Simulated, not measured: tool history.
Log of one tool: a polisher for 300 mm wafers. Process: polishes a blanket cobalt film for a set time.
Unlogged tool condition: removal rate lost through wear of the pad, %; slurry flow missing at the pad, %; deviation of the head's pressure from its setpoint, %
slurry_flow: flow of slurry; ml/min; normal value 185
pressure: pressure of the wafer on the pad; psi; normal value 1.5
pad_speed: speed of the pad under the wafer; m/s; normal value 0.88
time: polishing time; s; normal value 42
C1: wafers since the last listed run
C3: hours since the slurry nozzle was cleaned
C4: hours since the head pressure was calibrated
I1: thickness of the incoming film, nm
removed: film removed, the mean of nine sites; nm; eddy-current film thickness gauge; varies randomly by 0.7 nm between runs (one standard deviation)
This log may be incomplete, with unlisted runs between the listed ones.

Run 1, hour 0.0: usual settings but pressure 1.8 psi; C1 0; wafers polished on this pad 248; C3 453.7; C4 144.8; I1 920.0. Result: removed 126.0 nm.
At hour 1.1: slurry nozzle cleaned.
Run 2, hour 40.9: usual settings but time 30 s; C1 401; wafers polished on this pad 649; C3 39.8; C4 185.7; I1 901.0. Result: removed 82.2 nm.
Run 3, hour 87.0: usual settings but time 30 s; C1 463; wafers polished on this pad 1113; C3 85.9; C4 231.8; I1 916.3. Result: removed 81.5 nm.
Run 4, hour 119.5: usual settings but time 36 s; C1 326; wafers polished on this pad 1440; C3 118.4; C4 264.3; I1 916.1. Result: removed 97.9 nm.
Run 5, hour 154.5: usual settings; C1 352; wafers polished on this pad 1792; C3 153.4; C4 299.3; I1 936.2. Result: removed 115.6 nm.
Run 6, hour 206.0: usual settings; C1 518; wafers polished on this pad 2310; C3 204.9; C4 350.8; I1 933.7. Result: removed 113.2 nm.
Run 7, hour 261.3: usual settings; C1 556; wafers polished on this pad 2866; C3 260.2; C4 406.1; I1 927.2. Result: removed 113.6 nm.
Run 8, hour 298.4: usual settings but pressure 1.9 psi, time 32 s; C1 373; wafers polished on this pad 3239; C3 297.3; C4 443.2; I1 927.2. Result: removed 104.9 nm.
Run 9, hour 341.1: usual settings; C1 429; wafers polished on this pad 3669; C3 340.0; C4 485.9; I1 919.3. Result: removed 111.6 nm.
At hour 368.3: worn pad replaced by a new one.
Run 10, hour 368.8: usual settings but pad_speed 0.98 m/s; C1 238; wafers polished on this pad 5; C3 367.7; C4 513.6; I1 921.7. Result: removed 125.4 nm.
Run 11, hour 426.4: usual settings but pad_speed 0.98 m/s; C1 579; wafers polished on this pad 584; C3 425.3; C4 571.2; I1 913.9. Result: removed 123.1 nm.
At hour 438.4: slurry nozzle cleaned.
Run 12, hour 473.0: usual settings but pad_speed 0.98 m/s; C1 458; wafers polished on this pad 1043; C3 34.6; C4 617.8; I1 916.6. Result: removed 119.3 nm.
Run 13, hour 497.1: usual settings but pad_speed 0.72 m/s; C1 242; wafers polished on this pad 1285; C3 58.7; C4 641.9; I1 911.9. Result: removed 87.0 nm.
Run 14, hour 548.6: usual settings but pad_speed 0.72 m/s; C1 518; wafers polished on this pad 1803; C3 110.2; C4 693.4; I1 899.2. Result: removed 85.3 nm.
Run 15, hour 590.5: usual settings but slurry_flow 165 ml/min; C1 421; wafers polished on this pad 2225; C3 152.1; C4 735.3; I1 911.9. Result: removed 100.7 nm.
At hour 648.1: head pressure recalibrated.
Run 16, hour 708.2: usual settings but slurry_flow 165 ml/min; C1 1163; wafers polished on this pad 3389; C3 269.8; C4 60.1; I1 930.9. Result: removed 97.6 nm.
Run 17, hour 732.9: usual settings; C1 248; wafers polished on this pad 3637; C3 294.5; C4 84.8; I1 924.9. Result: removed 101.2 nm.
At hour 743.0: slurry nozzle cleaned, repeated, since the last time left the tool worse.
At hour 783.9: worn pad replaced by a new one.
Run 18, hour 794.8: usual settings but time 37 s; C1 572; wafers polished on this pad 110; C3 51.8; C4 146.7; I1 911.6. Result: removed 101.4 nm.
Run 19, hour 860.2: usual settings but slurry_flow 150 ml/min, pressure 2.0 psi, pad_speed 1.12 m/s; C1 657; wafers polished on this pad 767; C3 117.2; C4 212.1; I1 908.2. Result: removed 177.6 nm.
Run 20, hour 939.2: usual settings but pressure 1.7 psi, pad_speed 0.62 m/s; C1 794; wafers polished on this pad 1562; C3 196.2; C4 291.1; I1 928.9. Result: removed 88.7 nm.
Run 21, hour 999.8: usual settings; C1 609; wafers polished on this pad 2172; C3 256.8; C4 351.7; I1 934.4. Result: removed 112.2 nm.
Run 22, hour 1028.7: usual settings but pad_speed 1.08 m/s; C1 290; wafers polished on this pad 2462; C3 285.7; C4 380.6; I1 910.7. Result: removed 137.6 nm.
Run 23, hour 1064.5: usual settings but slurry_flow 205 ml/min, pressure 1.9 psi, time 33 s; C1 360; wafers polished on this pad 2822; C3 321.5; C4 416.4; I1 910.3. Result: removed 108.4 nm.
At hour 1116.4: worn pad replaced by a new one.
Run 24, hour 1127.1: usual settings but slurry_flow 245 ml/min; C1 589; wafers polished on this pad 107; C3 384.1; C4 479.0; I1 940.9. Result: removed 117.3 nm.
At hour 1134.1: slurry nozzle cleaned.
Run 25, hour 1195.9: usual settings; C1 681; wafers polished on this pad 789; C3 61.8; C4 547.8; I1 914.4. Result: removed 113.5 nm.
Run 26, hour 1261.4: usual settings; C1 658; wafers polished on this pad 1448; C3 127.3; C4 613.3; I1 906.4. Result: removed 115.6 nm.
Run 27, hour 1294.2: usual settings but slurry_flow 235 ml/min, pressure 1.6 psi, pad_speed 0.60 m/s, time 38 s; C1 329; wafers polished on this pad 1778; C3 160.1; C4 646.1; I1 914.1. Result: removed 76.4 nm.
Run 28, hour 1358.3: usual settings but slurry_flow 140 ml/min, pressure 1.3 psi, pad_speed 1.00 m/s; C1 644; wafers polished on this pad 2423; C3 224.2; C4 710.2; I1 908.1. Result: removed 108.8 nm.
At hour 1396.3: head pressure recalibrated.
Run 29, hour 1427.5: usual settings but time 54 s; C1 675; wafers polished on this pad 3099; C3 293.4; C4 31.2; I1 916.1. Result: removed 145.4 nm.
At hour 1484.8: worn pad replaced by a new one.
Run 30, hour 1485.3: usual settings but slurry_flow 230 ml/min, time 47 s; C1 541; wafers polished on this pad 4; C3 351.2; C4 89.0; I1 904.6. Result: removed 130.1 nm.
Run 31, hour 1520.0: usual settings but pressure 1.0 psi, pad_speed 1.14 m/s, time 53 s; C1 349; wafers polished on this pad 353; C3 385.9; C4 123.7; I1 936.0. Result: removed 134.4 nm.
Run 32, hour 1560.6: usual settings but slurry_flow 125 ml/min, pressure 1.9 psi, pad_speed 0.96 m/s, time 28 s; C1 408; wafers polished on this pad 762; C3 426.5; C4 164.3; I1 907.3. Result: removed 88.7 nm.
At hour 1591.2: slurry nozzle cleaned.
Run 33, hour 1611.3: usual settings; C1 499; wafers polished on this pad 1262; C3 20.1; C4 215.0; I1 898.5. Result: removed 115.2 nm.
Run 34, hour 1665.0: usual settings but pressure 1.7 psi, pad_speed 1.08 m/s, time 56 s; C1 540; wafers polished on this pad 1802; C3 73.8; C4 268.7; I1 940.3. Result: removed 209.9 nm.
Run 35, hour 1720.3: usual settings but slurry_flow 160 ml/min, pad_speed 1.18 m/s; C1 556; wafers polished on this pad 2358; C3 129.1; C4 324.0; I1 910.3. Result: removed 149.2 nm.
Run 36, hour 1785.2: usual settings but pressure 1.2 psi, pad_speed 0.76 m/s, time 29 s; C1 652; wafers polished on this pad 3011; C3 194.0; C4 388.9; I1 921.6. Result: removed 57.4 nm.
Run 37, hour 1810.4: usual settings but pad_speed 0.98 m/s; C1 253; wafers polished on this pad 3264; C3 219.2; C4 414.1; I1 921.8. Result: removed 125.8 nm.

Table of differences, measured result less the result of that run with no hidden state. Run-to-run variation is the same in both. Gauge scatter possibly is not:
run  removed
  1     -6.1
  2     -0.3
  3     -0.6
  4     -1.0
  5     -1.4
  6     -1.8
  7     -2.5
  8     -2.6
  9     -3.3
 10     -4.0
 11     -4.7
 12    -10.5
 13     -8.1
 14     -8.8
 15    -12.7
 16    -15.7
 17    -15.1
 18     -0.8
 19     -2.8
 20     -1.7
 21     -2.9
 22     -3.8
 23     -3.1
 24     -3.3
 25     -0.6
 26     -1.2
 27     -0.8
 28     -2.7
 29     -3.6
 30     -3.2
 31     -4.6
 32     -5.2
 33     -0.4
 34     -1.5
 35     -2.1
 36     -1.0
 37     -2.5

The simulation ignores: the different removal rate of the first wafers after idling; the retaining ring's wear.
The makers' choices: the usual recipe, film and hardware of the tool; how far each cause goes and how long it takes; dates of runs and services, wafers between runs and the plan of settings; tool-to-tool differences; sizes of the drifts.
